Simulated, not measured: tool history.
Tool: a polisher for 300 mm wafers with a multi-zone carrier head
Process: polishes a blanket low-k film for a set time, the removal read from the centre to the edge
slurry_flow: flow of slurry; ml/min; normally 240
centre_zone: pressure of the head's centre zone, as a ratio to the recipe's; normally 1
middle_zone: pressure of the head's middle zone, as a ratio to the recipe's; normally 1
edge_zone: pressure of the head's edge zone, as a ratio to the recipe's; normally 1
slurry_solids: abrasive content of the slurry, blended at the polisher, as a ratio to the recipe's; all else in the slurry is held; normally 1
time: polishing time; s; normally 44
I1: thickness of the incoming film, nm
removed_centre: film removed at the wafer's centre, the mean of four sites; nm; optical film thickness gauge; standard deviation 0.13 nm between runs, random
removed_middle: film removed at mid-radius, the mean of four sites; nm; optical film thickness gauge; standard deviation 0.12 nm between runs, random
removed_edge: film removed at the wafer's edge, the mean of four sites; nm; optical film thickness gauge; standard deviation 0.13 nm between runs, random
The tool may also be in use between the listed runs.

Run 1, hour 0: usual settings; I1 549.7. Result: removed_centre 15.8 nm, removed_middle 14.2 nm, removed_edge 13.8 nm.
At hour 5.8: worn pad replaced by a new one.
At hour 8.7: slurry nozzle cleaned.
At hour 18.4: centre zone pressure recalibrated.
Run 2, hour 18.9: usual settings; I1 547.9. Result: removed_centre 14.3 nm, removed_middle 14.1 nm, removed_edge 13.8 nm.
Run 3, hour 31: usual settings; I1 555.5. Result: removed_centre 14.7 nm, removed_middle 14.1 nm, removed_edge 13.8 nm.
Run 4, hour 38.8: usual settings; I1 555.3. Result: removed_centre 14.7 nm, removed_middle 14.3 nm, removed_edge 14 nm.
Run 5, hour 49.5: usual settings; I1 541.4. Result: removed_centre 14.6 nm, removed_middle 14.2 nm, removed_edge 13.9 nm.
Run 6, hour 61.9: usual settings; I1 554.3. Result: removed_centre 14.7 nm, removed_middle 14.2 nm, removed_edge 14.2 nm.
At hour 81.8: worn pad replaced by a new one.
Run 7, hour 90.4: usual settings; I1 547.5. Result: removed_centre 14.6 nm, removed_middle 14 nm, removed_edge 13.8 nm.
Run 8, hour 101.3: usual settings but middle_zone 0.89, edge_zone 0.89; I1 542.9. Result: removed_centre 14.6 nm, removed_middle 12.9 nm, removed_edge 13.3 nm.
Run 9, hour 107.8: usual settings; I1 543.5. Result: removed_centre 14.6 nm, removed_middle 14 nm, removed_edge 13.8 nm.
Run 10, hour 118: usual settings but middle_zone 0.96, time 51 s; I1 546.4. Result: removed_centre 17 nm, removed_middle 15.8 nm, removed_edge 16.1 nm.
At hour 134.7: edge zone pressure recalibrated.
Run 11, hour 135.2: usual settings; I1 555.6. Result: removed_centre 14.6 nm, removed_middle 14.1 nm, removed_edge 13.9 nm.
Run 12, hour 142.7: usual settings; I1 548.7. Result: removed_centre 14.5 nm, removed_middle 13.9 nm, removed_edge 14.1 nm.
Run 13, hour 151.6: usual settings but middle_zone 1.09, slurry_solids 1.15; I1 553.9. Result: removed_centre 15.8 nm, removed_middle 16.5 nm, removed_edge 15.3 nm.
At hour 164.8: worn pad replaced by a new one.
At hour 170.1: carrier head's membrane replaced by a new one.
Run 14, hour 170.6: usual settings but edge_zone 0.94; I1 544.6. Result: removed_centre 14.7 nm, removed_middle 14 nm, removed_edge 13.6 nm.
Run 15, hour 176.7: usual settings; I1 555.3. Result: removed_centre 14.5 nm, removed_middle 14.2 nm, removed_edge 13.8 nm.
Run 16, hour 189.6: usual settings but slurry_solids 0.75, time 30 s; I1 555.2. Result: removed_centre 8.1 nm, removed_middle 7.8 nm, removed_edge 7.7 nm.
Run 17, hour 232.5: usual settings but slurry_flow 190 ml/min; I1 557.1. Result: removed_centre 14.1 nm, removed_middle 14 nm, removed_edge 13.7 nm.
At hour 246.1: worn pad replaced by a new one.
Run 18, hour 249.9: usual settings but slurry_flow 215 ml/min, slurry_solids 0.75; I1 543.7. Result: removed_centre 11.8 nm, removed_middle 11.2 nm, removed_edge 11.3 nm.
Run 19, hour 257.9: usual settings but slurry_flow 310 ml/min, centre_zone 1.06, time 48 s; I1 546.3. Result: removed_centre 17.5 nm, removed_middle 15.7 nm, removed_edge 15.5 nm.
Run 20, hour 269.6: usual settings but time 37 s; I1 555. Result: removed_centre 12.4 nm, removed_middle 11.7 nm, removed_edge 11.6 nm.
Run 21, hour 276.8: usual settings but slurry_flow 300 ml/min, centre_zone 0.88, middle_zone 0.89, edge_zone 0.96; I1 545.5. Result: removed_centre 13.4 nm, removed_middle 13.3 nm, removed_edge 13.7 nm.

Predict each of these 5 candidate next runs independently; none follows another, all start after run 21:
Run A, hour 277.2: usual settings but centre_zone 0.93; I1 545.1. Result: removed_centre ?, removed_middle ?, removed_edge ?.
Run B, hour 277.2: usual settings but edge_zone 0.92; I1 545.1. Result: removed_centre ?, removed_middle ?, removed_edge ?.
Run C, hour 277.2: usual settings but slurry_flow 185 ml/min; I1 545.1. Result: removed_centre ?, removed_middle ?, removed_edge ?.
Run D, hour 277.2: usual settings but centre_zone 1.12, time 55 s; I1 545.1. Result: removed_centre ?, removed_middle ?, removed_edge ?.
Run E, hour 277.2: usual settings but middle_zone 0.91; I1 545.1. Result: removed_centre ?, removed_middle ?, removed_edge ?.

run  removed_centre  removed_middle  removed_edge
  A            13.6            14.2            14
  B            14.7            14.2          13.5
  C            14.3            13.9          13.7
  D            20.6            17.7          17.5
  E            14.7            13.1            14
What these runs would have given with no unlogged condition in the tool:
run  removed_centre  removed_middle  removed_edge
  A            13.5            14.2            14
  B            14.5            14.2          13.5
  C            14.2            13.9          13.7
  D            20.4            17.7          17.5
  E            14.5            13.1            14
